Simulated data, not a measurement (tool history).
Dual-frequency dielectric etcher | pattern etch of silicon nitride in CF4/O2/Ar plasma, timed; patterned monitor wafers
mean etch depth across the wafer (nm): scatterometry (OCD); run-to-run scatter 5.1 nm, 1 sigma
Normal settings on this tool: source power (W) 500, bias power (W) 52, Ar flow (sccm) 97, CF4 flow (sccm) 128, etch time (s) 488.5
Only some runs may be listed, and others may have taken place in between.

run,day,source power (W),bias power (W),Ar flow (sccm),CF4 flow (sccm),etch time (s),wafers since the last listed run,hours since the last wet clean,hours since the last source power generator calibration,hours since the last bias power generator calibration,hours since the last Ar flow controller change,hours since the last CF4 flow controller change,hours since the last upper electrode change,hours since the gauge calibration,"read-back reference wafer on the same gauge, depth_nm",mean etch depth across the wafer (nm)
1,0,500,52,105,128,488.5,0,289,1612.8,2762.8,2461.4,2848.3,2504,346.5,1138.5,1013.6
2,1.825,500,52,97,128,488.5,112,332.8,1656.6,2806.6,2505.2,2892.1,2547.8,390.3,1139.8,1020
3,4.612,500,52,97,128,488.5,171,399.7,1723.5,2873.5,2572.1,2959,2614.7,457.2,1140.8,1024.5
4,10.071,500,52,97,128,488.5,335,530.7,1854.5,3004.5,2703.1,3090,2745.7,588.2,1141.4,1024
# day 12.142: wet clean of the chamber
5,12.567,500,52,97,128,488.5,91,10.2,1914.4,3064.4,2763,3149.9,2805.6,648.1,1140.2,1023.8
# day 13.492: source power generator calibrated
6,14.596,500,52,97,128,488.5,114,58.9,26.5,3113.1,2811.7,3198.6,2854.3,696.8,1140.6,1059.4
7,15.712,500,52,97,128,488.5,68,85.7,53.3,3139.9,2838.5,3225.4,2881.1,723.6,1141,1056.9
8,17.65,500,52,97,128,488.5,119,132.2,99.8,3186.4,2885,3271.9,2927.6,770.1,1140.7,1054.1
# day 19.321: bias power generator calibrated
# day 20.112: Ar flow controller replaced
9,20.529,500,52,97,128,488.5,151,201.3,168.9,29,10,3341,2996.7,839.2,1138.6,1052.7
10,22.346,500,52,97,128,488.5,111,244.9,212.5,72.6,53.6,3384.6,3040.3,882.8,1139.3,1062.2
11,24.867,460,62,97,118,488.5,154,305.4,273,133.1,114.1,3445.1,3100.8,943.3,1141.5,1036.2
12,25.929,500,52,107,111,488.5,65,330.9,298.5,158.6,139.6,3470.6,3126.3,968.8,1141.7,1032.9
# day 27.35: upper electrode replaced
13,27.371,530,60,109,128,488.5,27,365.5,333.1,193.2,174.2,3505.2,0.5,1003.4,1140.6,1126.9
# day 28.788: CF4 flow controller replaced
14,28.808,500,52,78,128,488.5,72,400,367.6,227.7,208.7,0.5,35,1037.9,1137.4,1094.7
15,30.396,500,52,97,128,488.5,97,438.1,405.7,265.8,246.8,38.6,73.1,1076,1141,1046.1
# day 30.712: gauge calibrated
16,31.967,500,57,97,105,585.5,96,475.8,443.4,303.5,284.5,76.3,110.8,30.1,1140.1,1285.1
17,34.125,460,52,85,150,591,132,527.6,495.2,355.3,336.3,128.1,162.6,81.9,1139.5,1224.3
18,35.296,500,47,97,128,488.5,71,555.7,523.3,383.4,364.4,156.2,190.7,110,1140.5,1026.4
19,37.346,500,47,97,128,488.5,125,604.9,572.5,432.6,413.6,205.4,239.9,159.2,1138.6,1023.2
# day 39.354: wet clean of the chamber
20,39.683,400,47,113,156,488.5,82,7.9,628.6,488.7,469.7,261.5,296,215.3,1138.9,852.3

Describe how what the log doesn't record of the tool's condition differs between the last listed run preceding each entry between runs and the first listed run following it.
From run 4 to run 5: wet clean of the chamber (day 12.142)
  source power that arrives over what is set, %: -5.31 -> -5.65
  measured less the result without the state, mean etch depth across the wafer (nm): -44 -> -46.8
From run 5 to run 6: source power generator calibrated (day 13.492)
  source power that arrives over what is set, %: -5.65 -> -0.567
  measured less the result without the state, mean etch depth across the wafer (nm): -46.8 -> -4.6
From run 8 to run 9: bias power generator calibrated (day 19.321); Ar flow controller replaced (day 20.112)
  source power that arrives over what is set, %: -0.581 -> -0.608
  measured less the result without the state, mean etch depth across the wafer (nm): -4.7 -> -5
From run 12 to run 13: upper electrode replaced (day 27.35)
  source power that arrives over what is set, %: -0.698 -> -0.73
  measured less the result without the state, mean etch depth across the wafer (nm): -5.5 -> -6.3
From run 13 to run 14: CF4 flow controller replaced (day 28.788)
  source power that arrives over what is set, %: -0.73 -> -0.766
  measured less the result without the state, mean etch depth across the wafer (nm): -6.3 -> -6.6
From run 15 to run 16: gauge calibrated (day 30.712)
  source power that arrives over what is set, %: -0.809 -> -0.856
  measured less the result without the state, mean etch depth across the wafer (nm): -6.6 -> -8.5
From run 19 to run 20: wet clean of the chamber (day 39.354)
  source power that arrives over what is set, %: -1.05 -> -1.15
  measured less the result without the state, mean etch depth across the wafer (nm): -8.4 -> -7.6
